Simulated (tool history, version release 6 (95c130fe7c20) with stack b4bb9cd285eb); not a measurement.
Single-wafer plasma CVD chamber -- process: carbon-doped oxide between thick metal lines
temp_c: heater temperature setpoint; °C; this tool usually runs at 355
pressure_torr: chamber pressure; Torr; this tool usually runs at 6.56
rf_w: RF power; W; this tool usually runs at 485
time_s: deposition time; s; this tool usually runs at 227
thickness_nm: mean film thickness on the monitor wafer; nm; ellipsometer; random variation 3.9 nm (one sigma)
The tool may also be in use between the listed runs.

run	hour	temp_c	pressure_torr	rf_w	time_s	read-back reference wafer on the same gauge, thickness_nm	thickness_nm
1	0	355	6.56	485	227	1277.251	1174.562
2	61.4	355	7.64	485	227	1273.984	1187.231
3	153.7	355	7.64	485	227	1272.454	1187.881
4	230.7	355	7.64	485	227	1273.791	1193.654
5	279.2	355	6.56	485	227	1273.166	1173.831
6	372.9	355	6.56	485	227	1270.823	1173.851
7	473.8	355	6.56	485	227	1270.287	1174.607
8	576.3	355	6.56	485	227	1270.716	1163.816
9	619	355	6.56	485	227	1268.735	1176.516
10	656.9	355	6.56	485	227	1268.922	1164.074
11	734.7	355	6.56	485	227	1268.203	1171.8
12	779.3	355	6.56	485	227	1269.346	1172.55
# hour 799.3: thermocouple changed; heater temperature recalibrated
# hour 844.2: gauge calibrated
# hour 865.8: showerhead replaced
13	873.5	355	6.56	485	227	1290.531	1196.35
# hour 919: capacitance manometer re-zeroed and calibrated
14	919.5	348	7.18	485	227	1290.631	1214.824
15	1025.4	355	6.56	485	227	1285.492	1185.008
16	1119.3	355	6.56	485	227	1281.209	1177.59
# hour 1178.7: RF generator calibrated
17	1186.5	355	8.19	445	196	1281.291	986.686
18	1257.4	355	7.29	390	227	1279.371	1030.343
19	1305.3	365	6.56	425	244	1277.85	1143.634
20	1381.3	345	7.31	485	248	1274.648	1327.632
21	1460.6	355	6.56	485	227	1276.634	1174.405
22	1553.4	355	7.03	440	191	1275.922	931.822
23	1624.4	355	7.9	565	204	1270.825	1171.107
24	1665.9	344	7.52	485	227	1273.272	1209.46
25	1731.3	370	6.56	485	227	1273.569	1140.929

Each row is a separate what-if for the run after 25, all from the same tool condition, not one after another. Results?
A	1731.8	355	6.56	485	227	?	?
B	1731.8	355	5.43	485	227	?	?
C	1731.8	341	6.56	485	227	?	?
D	1731.8	355	6.56	535	268	?	?
E	1731.8	351	5.77	420	261	?	?

run	read-back reference wafer on the same gauge, thickness_nm	thickness_nm
A	1270.708	1171.924
B	1270.708	1147.869
C	1270.708	1209.95
D	1270.708	1466.443
E	1270.708	1219.733
Had the tool no hidden state, the same runs would have come out as:
run	thickness_nm
A	1188.499
B	1164.104
C	1227.063
D	1487.183
E	1236.984

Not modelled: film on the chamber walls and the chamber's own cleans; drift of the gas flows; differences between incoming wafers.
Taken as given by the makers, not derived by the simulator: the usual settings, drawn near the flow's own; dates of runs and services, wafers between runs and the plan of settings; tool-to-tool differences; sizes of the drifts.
